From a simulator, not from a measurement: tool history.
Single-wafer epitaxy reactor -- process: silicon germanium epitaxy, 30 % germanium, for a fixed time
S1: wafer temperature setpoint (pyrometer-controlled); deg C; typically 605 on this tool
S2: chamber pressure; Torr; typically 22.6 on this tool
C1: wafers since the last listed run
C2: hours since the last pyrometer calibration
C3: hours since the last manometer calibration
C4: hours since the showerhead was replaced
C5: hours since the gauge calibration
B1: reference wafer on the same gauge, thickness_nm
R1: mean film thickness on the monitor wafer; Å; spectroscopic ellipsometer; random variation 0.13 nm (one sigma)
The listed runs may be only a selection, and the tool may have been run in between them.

run	day	S1	S2	C1	C2	C3	C4	C5	B1	R1
1	0.000	605	24.1	0	2153.7	2648.7	4896.7	61.3	47.656	625.31
2	0.696	605	24.1	223	2170.4	2665.4	4913.4	78.0	47.706	623.40
3	2.138	605	24.1	463	2205.0	2700.0	4948.0	112.6	47.639	624.61
4	2.700	594	22.6	180	2218.5	2713.5	4961.5	126.1	47.720	497.20
# day 3.700: capacitance manometer re-zeroed and calibrated
5	3.721	605	22.6	220	2243.0	0.5	4986.0	150.6	47.667	597.81
# day 3.983: gauge calibrated
# day 5.075: pyrometer calibrated
6	5.129	605	22.6	345	1.3	34.3	5019.8	27.5	47.779	549.18
# day 6.138: showerhead replaced
7	6.267	605	22.6	258	28.6	61.6	3.1	54.8	47.701	549.58
8	7.200	605	27.1	299	51.0	84.0	25.5	77.2	47.685	620.57
9	8.242	616	27.4	334	76.0	109.0	50.5	102.2	47.681	753.72
10	9.062	605	22.6	263	95.7	128.7	70.2	121.9	47.734	555.96
11	9.588	605	20.3	168	108.3	141.3	82.8	134.5	47.722	515.69
12	10.404	605	22.6	262	127.9	160.9	102.4	154.1	47.716	554.80
13	11.275	615	20.2	279	148.8	181.8	123.3	175.0	47.753	606.42
# day 11.400: gauge calibrated
14	11.958	600	21.0	219	165.2	198.2	139.7	13.4	47.681	486.54

The same runs without the tool's hidden state, with the same run-to-run variation:
What the log doesn't record here: wafer temperature above the value expected at the setpoint (K); true pressure above the setpoint (%); gauge reads high (%).
run	R1
1	572.00
2	570.17
3	571.10
4	453.59
5	546.43
6	547.73
7	546.40
8	615.42
9	745.61
10	548.68
11	508.27
12	545.72
13	595.47
14	476.70

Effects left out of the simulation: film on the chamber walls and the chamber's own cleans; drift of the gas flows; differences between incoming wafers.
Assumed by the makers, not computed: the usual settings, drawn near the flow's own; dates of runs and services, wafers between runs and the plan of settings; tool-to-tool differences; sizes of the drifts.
